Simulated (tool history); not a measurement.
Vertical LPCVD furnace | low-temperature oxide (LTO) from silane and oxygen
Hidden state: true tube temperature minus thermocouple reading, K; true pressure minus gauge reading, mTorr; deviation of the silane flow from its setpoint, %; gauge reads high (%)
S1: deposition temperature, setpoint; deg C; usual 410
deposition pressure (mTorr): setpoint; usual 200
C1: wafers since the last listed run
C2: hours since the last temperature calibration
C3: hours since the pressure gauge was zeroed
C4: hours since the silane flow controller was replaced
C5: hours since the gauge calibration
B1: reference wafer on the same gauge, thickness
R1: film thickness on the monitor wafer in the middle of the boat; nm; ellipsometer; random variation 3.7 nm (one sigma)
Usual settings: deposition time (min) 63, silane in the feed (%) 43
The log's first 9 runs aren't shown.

Run 10, hour 419.2: usual settings; C1 842; C2 3412.6; C3 2561.7; C4 4354.9; C5 530; B1 506.75. Result: R1 620.45 nm.
At hour 448.1: thermocouples replaced and temperature profile calibrated.
Run 11, hour 478.1: usual settings; C1 472; C2 30; C3 2620.6; C4 4413.8; C5 588.9; B1 507.53. Result: R1 621.84 nm.
Run 12, hour 545.4: usual settings; C1 911; C2 97.3; C3 2687.9; C4 4481.1; C5 656.2; B1 508.58. Result: R1 615.39 nm.
Run 13, hour 588: usual settings but deposition time (min) 48.5; C1 577; C2 139.9; C3 2730.5; C4 4523.7; C5 698.8; B1 507.24. Result: R1 477.54 nm.
Run 14, hour 648.6: usual settings; C1 820; C2 200.5; C3 2791.1; C4 4584.3; C5 759.4; B1 507.68. Result: R1 609.5 nm.
At hour 714.1: gauge calibrated.
Run 15, hour 715.1: usual settings; C1 900; C2 267; C3 2857.6; C4 4650.8; C5 1; B1 506.47. Result: R1 621.1 nm.
Run 16, hour 762.4: usual settings; C1 640; C2 314.3; C3 2904.9; C4 4698.1; C5 48.3; B1 508.06. Result: R1 609.19 nm.
Run 17, hour 829.6: usual settings but deposition time (min) 57; C1 910; C2 381.5; C3 2972.1; C4 4765.3; C5 115.5; B1 507.87. Result: R1 558.3 nm.
At hour 857.5: pressure gauge zeroed.
Run 18, hour 858: usual settings; C1 59; C2 409.9; C3 0.5; C4 4793.7; C5 143.9; B1 508.43. Result: R1 611.51 nm.
Run 19, hour 888.3: usual settings but S1 416 deg C; C1 410; C2 440.2; C3 30.8; C4 4824; C5 174.2; B1 507.49. Result: R1 662.65 nm.
Run 20, hour 937.9: usual settings but S1 401 deg C, deposition time (min) 49.5; C1 671; C2 489.8; C3 80.4; C4 4873.6; C5 223.8; B1 509.13. Result: R1 439.63 nm.
Run 21, hour 963.4: usual settings but S1 404 deg C, silane in the feed (%) 46; C1 345; C2 515.3; C3 105.9; C4 4899.1; C5 249.3; B1 509.12. Result: R1 624.29 nm.
Run 22, hour 1021.2: usual settings but deposition pressure (mTorr) 175; C1 782; C2 573.1; C3 163.7; C4 4956.9; C5 307.1; B1 507.74. Result: R1 545.33 nm.
At hour 1073.5: silane flow controller replaced.
Run 23, hour 1076.8: usual settings but S1 421 deg C, deposition pressure (mTorr) 220, silane in the feed (%) 49; C1 428; C2 628.7; C3 219.3; C4 3.3; C5 362.7; B1 506.64. Result: R1 846.29 nm.
Run 24, hour 1102.7: usual settings but S1 422 deg C, deposition pressure (mTorr) 185; C1 350; C2 654.6; C3 245.2; C4 29.2; C5 388.6; B1 508.2. Result: R1 650.7 nm.
Run 25, hour 1165.9: usual settings but silane in the feed (%) 40; C1 856; C2 717.8; C3 308.4; C4 92.4; C5 451.8; B1 508.03. Result: R1 568.36 nm.
Run 26, hour 1202.1: usual settings but S1 403 deg C, deposition time (min) 49.5; C1 490; C2 754; C3 344.6; C4 128.6; C5 488; B1 506.87. Result: R1 450.07 nm.
Run 27, hour 1265.5: usual settings but S1 400 deg C; C1 858; C2 817.4; C3 408; C4 192; C5 551.4; B1 508.03. Result: R1 557.81 nm.

The next listed run, before its measurement:
Run 28, hour 1303.5: usual settings but deposition time (min) 57; C1 514; C2 855.4; C3 446; C4 230; C5 589.4; B1 ?. Result: R1 ?.

Run 28 gave B1 508.25, R1 561.87 nm.
Without the tool's hidden state the same run would have given R1 561.87 nm.
